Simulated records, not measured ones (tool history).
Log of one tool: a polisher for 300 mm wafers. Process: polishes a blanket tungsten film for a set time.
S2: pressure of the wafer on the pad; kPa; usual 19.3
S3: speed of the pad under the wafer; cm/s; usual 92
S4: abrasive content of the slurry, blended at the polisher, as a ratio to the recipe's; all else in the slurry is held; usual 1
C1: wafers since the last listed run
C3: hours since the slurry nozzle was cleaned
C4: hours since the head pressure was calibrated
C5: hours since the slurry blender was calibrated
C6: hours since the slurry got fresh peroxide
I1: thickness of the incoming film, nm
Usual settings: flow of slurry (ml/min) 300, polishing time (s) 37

Run 1, hour 0: usual settings but flow of slurry (ml/min) 330, S3 84 cm/s; C1 0; wafers polished on this pad 234; C3 106.3; C4 710.6; C5 78; C6 160.7; I1 950.5. Result: film removed (nm) 103.8.
At hour 57.6: slurry tank refilled with fresh slurry and peroxide.
Run 2, hour 58.1: usual settings but flow of slurry (ml/min) 330, S3 84 cm/s; C1 471; wafers polished on this pad 705; C3 164.4; C4 768.7; C5 136.1; C6 0.5; I1 965.3. Result: film removed (nm) 103.5.
Run 3, hour 107.7: usual settings but S4 1.2; C1 409; wafers polished on this pad 1114; C3 214; C4 818.3; C5 185.7; C6 50.1; I1 947.6. Result: film removed (nm) 109.9.
Run 4, hour 150.9: usual settings but S4 1.2; C1 356; wafers polished on this pad 1471; C3 257.2; C4 861.5; C5 228.9; C6 93.3; I1 970.3. Result: film removed (nm) 110.4.
At hour 156.2: worn pad replaced by a new one.
Run 5, hour 191.8: usual settings but S4 1.2; C1 304; wafers polished on this pad 294; C3 298.1; C4 902.4; C5 269.8; C6 134.2; I1 951.6. Result: film removed (nm) 109.9.
At hour 228.4: slurry tank refilled with fresh slurry and peroxide.
At hour 233.1: slurry blender recalibrated.
Run 6, hour 260.5: usual settings; C1 542; wafers polished on this pad 836; C3 366.8; C4 971.1; C5 27.4; C6 32.1; I1 954.3. Result: film removed (nm) 111.3.
Run 7, hour 286.9: usual settings but polishing time (s) 34; C1 217; wafers polished on this pad 1053; C3 393.2; C4 997.5; C5 53.8; C6 58.5; I1 958.2. Result: film removed (nm) 99.9.
At hour 301: slurry nozzle cleaned.
Run 8, hour 326.5: usual settings but polishing time (s) 34; C1 318; wafers polished on this pad 1372; C3 25.5; C4 1037.1; C5 93.4; C6 98.1; I1 958.5. Result: film removed (nm) 101.2.
At hour 368.9: worn pad replaced by a new one.
At hour 391.8: head pressure recalibrated.
Run 9, hour 397.3: usual settings; C1 534; wafers polished on this pad 217; C3 96.3; C4 5.5; C5 164.2; C6 168.9; I1 956.7. Result: film removed (nm) 108.2.
At hour 439.4: slurry tank refilled with fresh slurry and peroxide.
Run 10, hour 464.2: usual settings but flow of slurry (ml/min) 200, S3 102 cm/s; C1 543; wafers polished on this pad 761; C3 163.2; C4 72.4; C5 231.1; C6 24.8; I1 962. Result: film removed (nm) 110.2.
Run 11, hour 516.2: usual settings but flow of slurry (ml/min) 235, S4 0.75; C1 429; wafers polished on this pad 1190; C3 215.2; C4 124.4; C5 283.1; C6 76.8; I1 954.6. Result: film removed (nm) 98.8.
At hour 561.5: worn pad replaced by a new one.
At hour 565.9: slurry blender recalibrated.
At hour 611.4: slurry tank refilled with fresh slurry and peroxide.
Run 12, hour 623.7: usual settings but polishing time (s) 48; C1 829; wafers polished on this pad 488; C3 322.7; C4 231.9; C5 57.8; C6 12.3; I1 954.9. Result: film removed (nm) 145.
At hour 729.2: slurry nozzle cleaned.
At hour 738.1: worn pad replaced by a new one.
Run 13, hour 802: usual settings but polishing time (s) 34; C1 1429; wafers polished on this pad 526; C3 72.8; C4 410.2; C5 236.1; C6 190.6; I1 947. Result: film removed (nm) 98.2.
At hour 821.8: slurry tank refilled with fresh slurry and peroxide.
Run 14, hour 835.1: usual settings but S4 1.1; C1 264; wafers polished on this pad 791; C3 105.9; C4 443.3; C5 269.2; C6 13.3; I1 959.9. Result: film removed (nm) 108.5.
Run 15, hour 866.7: usual settings but flow of slurry (ml/min) 250, S3 100 cm/s; C1 260; wafers polished on this pad 1052; C3 137.5; C4 474.9; C5 300.8; C6 44.9; I1 960.5. Result: film removed (nm) 109.
At hour 885.1: slurry blender recalibrated.
Run 16, hour 898.2: usual settings; C1 243; wafers polished on this pad 1295; C3 169; C4 506.4; C5 13.1; C6 76.4; I1 942.4. Result: film removed (nm) 111.6.
At hour 960.8: worn pad replaced by a new one.
Run 17, hour 962.6: usual settings but flow of slurry (ml/min) 400, polishing time (s) 43; C1 498; wafers polished on this pad 15; C3 233.4; C4 570.8; C5 77.5; C6 140.8; I1 961.7. Result: film removed (nm) 129.8.
Run 18, hour 997.9: usual settings but polishing time (s) 34; C1 291; wafers polished on this pad 306; C3 268.7; C4 606.1; C5 112.8; C6 176.1; I1 965.8. Result: film removed (nm) 99.9.

3 ways to go on from here, each from the tool as it stands after run 18. What would each give?
Run A, hour 998.3: usual settings; C1 3; wafers polished on this pad 309; C3 269.1; C4 606.5; C5 113.2; C6 176.5; I1 944.1. Result: film removed (nm) ?.
Run B, hour 998.3: usual settings but S3 64 cm/s, polishing time (s) 49; C1 3; wafers polished on this pad 309; C3 269.1; C4 606.5; C5 113.2; C6 176.5; I1 944.1. Result: film removed (nm) ?.
Run C, hour 998.3: usual settings but polishing time (s) 50; C1 3; wafers polished on this pad 309; C3 269.1; C4 606.5; C5 113.2; C6 176.5; I1 944.1. Result: film removed (nm) ?.

run  film removed (nm)
  A              106.3
  B              108.3
  C              143.7
Without the tool's hidden state the same runs would have given:
run  film removed (nm)
  A              108.1
  B                110
  C                146
